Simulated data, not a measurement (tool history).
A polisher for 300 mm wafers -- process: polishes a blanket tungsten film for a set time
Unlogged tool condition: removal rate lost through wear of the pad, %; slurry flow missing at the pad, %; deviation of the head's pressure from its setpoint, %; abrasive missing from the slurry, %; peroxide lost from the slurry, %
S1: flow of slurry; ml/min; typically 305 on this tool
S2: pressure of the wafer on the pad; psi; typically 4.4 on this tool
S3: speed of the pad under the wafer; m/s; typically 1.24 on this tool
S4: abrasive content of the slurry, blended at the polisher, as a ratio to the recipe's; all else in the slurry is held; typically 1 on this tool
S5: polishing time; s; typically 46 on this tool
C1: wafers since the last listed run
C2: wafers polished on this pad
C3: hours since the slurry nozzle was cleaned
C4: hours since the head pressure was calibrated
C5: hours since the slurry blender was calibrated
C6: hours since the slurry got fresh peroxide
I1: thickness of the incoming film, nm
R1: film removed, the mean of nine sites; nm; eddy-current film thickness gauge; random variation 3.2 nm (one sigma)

run	hour	S1	S2	S3	S4	S5	C1	C2	C3	C4	C5	C6	I1	R1
1	0	305	4.4	1.24	1	46	0	172	977.1	663.3	342.5	5	876.3	266.4
# hour 2: slurry nozzle cleaned
2	13.1	305	4.4	1.24	1	46	164	336	11.1	676.4	355.6	18.1	901	274.6
3	26.8	305	4.4	1.24	1	46	186	523	24.8	690.1	369.3	31.8	894.2	261.4
4	43.9	305	4.4	1.24	1	46	232	755	41.9	707.2	386.4	48.9	899.8	266.4
5	53.8	305	4.4	1.24	1	46	134	890	51.8	717.1	396.3	58.8	898.8	256.4
6	71.2	305	4.4	1.24	1	46	236	1126	69.2	734.5	413.7	76.2	882.8	242.1
# hour 80.1: slurry blender recalibrated
# hour 80.5: worn pad replaced by a new one
7	86.9	305	4.4	1.24	1	46	180	86	84.9	750.2	6.8	91.9	882.5	274.8
8	96.3	305	4.4	1.24	1	46	127	214	94.3	759.6	16.2	101.3	890.9	274.6
9	111.6	360	4.4	1.24	0.9	36	208	422	109.6	774.9	31.5	116.6	909.7	211.5
10	125	305	4.4	1.24	1	46	182	604	123	788.3	44.9	130	888.4	267.8
11	140.1	305	4.4	1.48	1	39	205	810	138.1	803.4	60	145.1	886.7	264.4
# hour 142.3: slurry tank refilled with fresh slurry and peroxide
12	146.6	305	4.4	1.24	1.2	46	74	884	144.6	809.9	66.5	4.3	887.8	263.4
# hour 150.5: head pressure recalibrated
13	160.5	305	4.4	1.46	1.25	46	161	1046	158.5	10	80.4	18.2	892.7	311
14	176.6	305	4.4	1.24	1	46	218	1265	174.6	26.1	96.5	34.3	888.6	245.7
15	184.7	355	5.3	1.24	1.2	46	110	1375	182.7	34.2	104.6	42.4	888.1	304.1
# hour 195.7: worn pad replaced by a new one
16	196.2	305	4.4	0.88	1	46	102	6	194.2	45.7	116.1	53.9	901.3	198.5
17	206.4	305	4.4	0.94	1	46	138	144	204.4	55.9	126.3	64.1	890.9	204.2
18	216.9	305	4.4	1.24	1	46	142	287	214.9	66.4	136.8	74.6	888.1	263
19	260.6	305	4.4	1.24	1	46	594	882	258.6	110.1	180.5	118.3	892	262.7
20	273.5	305	4.4	1.24	1	46	175	1057	271.5	123	193.4	131.2	887.3	253.2
21	280.4	305	4.4	1.24	1	46	93	1151	278.4	129.9	200.3	138.1	886.3	247.8
22	290.2	305	4.4	1.24	1	46	133	1284	288.2	139.7	210.1	147.9	890.8	243.5
# hour 302.4: worn pad replaced by a new one
# hour 303.3: slurry tank refilled with fresh slurry and peroxide
23	303.8	265	4.4	1.24	1	46	118	7	301.8	153.3	223.7	0.5	879.3	267.1
24	310.2	305	5.9	1.24	0.8	33	87	94	308.2	159.7	230.1	6.9	907.1	248.2
25	322.4	305	4.9	1.24	0.7	46	165	260	320.4	171.9	242.3	19.1	898.9	279.7
26	337	305	4.4	0.82	1	53	198	458	335	186.5	256.9	33.7	898.8	209.7
27	351.9	360	4.4	1.24	1	41	202	661	349.9	201.4	271.8	48.6	897.8	244.6
28	360.2	305	4.4	1.24	0.75	46	112	774	358.2	209.7	280.1	56.9	882.6	245

Alternative continuations, all from the tool just after run 28; predict every row:
A	360.6	305	4.4	1.24	1	46	5	779	358.6	210.1	280.5	57.3	896	?
B	360.6	250	4.4	1.24	1	46	5	779	358.6	210.1	280.5	57.3	896	?
C	360.6	255	3.8	1.02	1	46	5	779	358.6	210.1	280.5	57.3	896	?

run	R1
A	259.1
B	253.5
C	183.2
Without the tool's hidden state the same runs would have given:
run	R1
A	271.3
B	265.4
C	191.9
